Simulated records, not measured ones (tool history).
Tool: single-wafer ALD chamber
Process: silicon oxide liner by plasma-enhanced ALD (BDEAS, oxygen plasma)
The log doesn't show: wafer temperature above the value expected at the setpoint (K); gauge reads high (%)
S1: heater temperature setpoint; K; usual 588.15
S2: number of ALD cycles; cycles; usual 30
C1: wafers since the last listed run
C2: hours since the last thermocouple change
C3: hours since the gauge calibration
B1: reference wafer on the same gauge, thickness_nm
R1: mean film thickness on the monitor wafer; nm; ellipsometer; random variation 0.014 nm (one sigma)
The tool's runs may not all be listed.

Run 1, hour 0.0: usual settings but S2 28 cycles; C1 0; C2 1020.8; C3 11.1; B1 2.740. Result: R1 2.735 nm.
Run 2, hour 105.8: usual settings but S2 28 cycles; C1 785; C2 1126.6; C3 116.9; B1 2.744. Result: R1 2.734 nm.
Run 3, hour 198.7: usual settings; C1 690; C2 1219.5; C3 209.8; B1 2.739. Result: R1 2.944 nm.
Run 4, hour 254.4: usual settings; C1 413; C2 1275.2; C3 265.5; B1 2.740. Result: R1 2.942 nm.
Run 5, hour 354.4: usual settings; C1 742; C2 1375.2; C3 365.5; B1 2.742. Result: R1 2.905 nm.
Run 6, hour 436.3: usual settings; C1 608; C2 1457.1; C3 447.4; B1 2.741. Result: R1 2.944 nm.
Run 7, hour 535.6: usual settings; C1 737; C2 1556.4; C3 546.7; B1 2.738. Result: R1 2.924 nm.
Run 8, hour 595.3: usual settings; C1 443; C2 1616.1; C3 606.4; B1 2.739. Result: R1 2.926 nm.
Run 9, hour 671.5: usual settings; C1 566; C2 1692.3; C3 682.6; B1 2.742. Result: R1 2.932 nm.
Run 10, hour 771.7: usual settings; C1 744; C2 1792.5; C3 782.8; B1 2.737. Result: R1 2.930 nm.
Run 11, hour 863.8: usual settings; C1 684; C2 1884.6; C3 874.9; B1 2.740. Result: R1 2.910 nm.
Run 12, hour 917.7: usual settings; C1 400; C2 1938.5; C3 928.8; B1 2.744. Result: R1 2.946 nm.
Run 13, hour 957.9: usual settings; C1 298; C2 1978.7; C3 969.0; B1 2.743. Result: R1 2.934 nm.
Run 14, hour 1050.8: usual settings; C1 690; C2 2071.6; C3 1061.9; B1 2.742. Result: R1 2.925 nm.
Run 15, hour 1093.0: usual settings but S2 27 cycles; C1 313; C2 2113.8; C3 1104.1; B1 2.736. Result: R1 2.653 nm.
At hour 1325.5: gauge calibrated.
Run 16, hour 1327.9: usual settings but S2 27 cycles; C1 1745; C2 2348.7; C3 2.4; B1 2.743. Result: R1 2.661 nm.
Run 17, hour 1373.7: usual settings; C1 340; C2 2394.5; C3 48.2; B1 2.740. Result: R1 2.932 nm.
Run 18, hour 1479.7: usual settings but S1 582.15 K, S2 24 cycles; C1 787; C2 2500.5; C3 154.2; B1 2.739. Result: R1 2.356 nm.
Run 19, hour 1570.0: usual settings but S2 34 cycles; C1 670; C2 2590.8; C3 244.5; B1 2.737. Result: R1 3.325 nm.
Run 20, hour 1658.2: usual settings but S1 574.15 K, S2 26 cycles; C1 655; C2 2679.0; C3 332.7; B1 2.740. Result: R1 2.594 nm.
Run 21, hour 1759.0: usual settings but S1 603.15 K, S2 26 cycles; C1 748; C2 2779.8; C3 433.5; B1 2.741. Result: R1 2.499 nm.
Run 22, hour 1809.8: usual settings; C1 377; C2 2830.6; C3 484.3; B1 2.738. Result: R1 2.930 nm.
Run 23, hour 1895.3: usual settings but S1 592.15 K, S2 26 cycles; C1 635; C2 2916.1; C3 569.8; B1 2.741. Result: R1 2.533 nm.
Run 24, hour 1964.5: usual settings; C1 514; C2 2985.3; C3 639.0; B1 2.740. Result: R1 2.907 nm.
Run 25, hour 2022.9: usual settings but S1 576.15 K, S2 28 cycles; C1 433; C2 3043.7; C3 697.4; B1 2.739. Result: R1 2.801 nm.
At hour 2050.1: thermocouple changed; heater temperature recalibrated.
Run 26, hour 2118.5: usual settings but S1 578.15 K, S2 28 cycles; C1 650; C2 68.4; C3 793.0; B1 2.742. Result: R1 2.778 nm.
Run 27, hour 2207.9: usual settings; C1 664; C2 157.8; C3 882.4; B1 2.741. Result: R1 2.941 nm.
Run 28, hour 2269.4: usual settings but S1 579.15 K, S2 27 cycles; C1 456; C2 219.3; C3 943.9; B1 2.740. Result: R1 2.675 nm.
Run 29, hour 2324.2: usual settings but S1 577.15 K, S2 25 cycles; C1 407; C2 274.1; C3 998.7; B1 2.741. Result: R1 2.481 nm.
Run 30, hour 2376.6: usual settings but S2 26 cycles; C1 389; C2 326.5; C3 1051.1; B1 2.742. Result: R1 2.509 nm.
At hour 2546.2: gauge calibrated.
Run 31, hour 2699.1: usual settings but S1 598.15 K, S2 28 cycles; C1 2395; C2 649.0; C3 152.9; B1 2.742. Result: R1 2.681 nm.
Run 32, hour 2737.8: usual settings but S1 597.15 K, S2 26 cycles; C1 287; C2 687.7; C3 191.6; B1 2.742. Result: R1 2.508 nm.
Run 33, hour 2782.6: usual settings; C1 332; C2 732.5; C3 236.4; B1 2.740. Result: R1 2.949 nm.

The tool's hidden state at each run:
wafer temperature above the value expected at the setpoint (K): 0 in every run
gauge reads high (%): 0 in every run
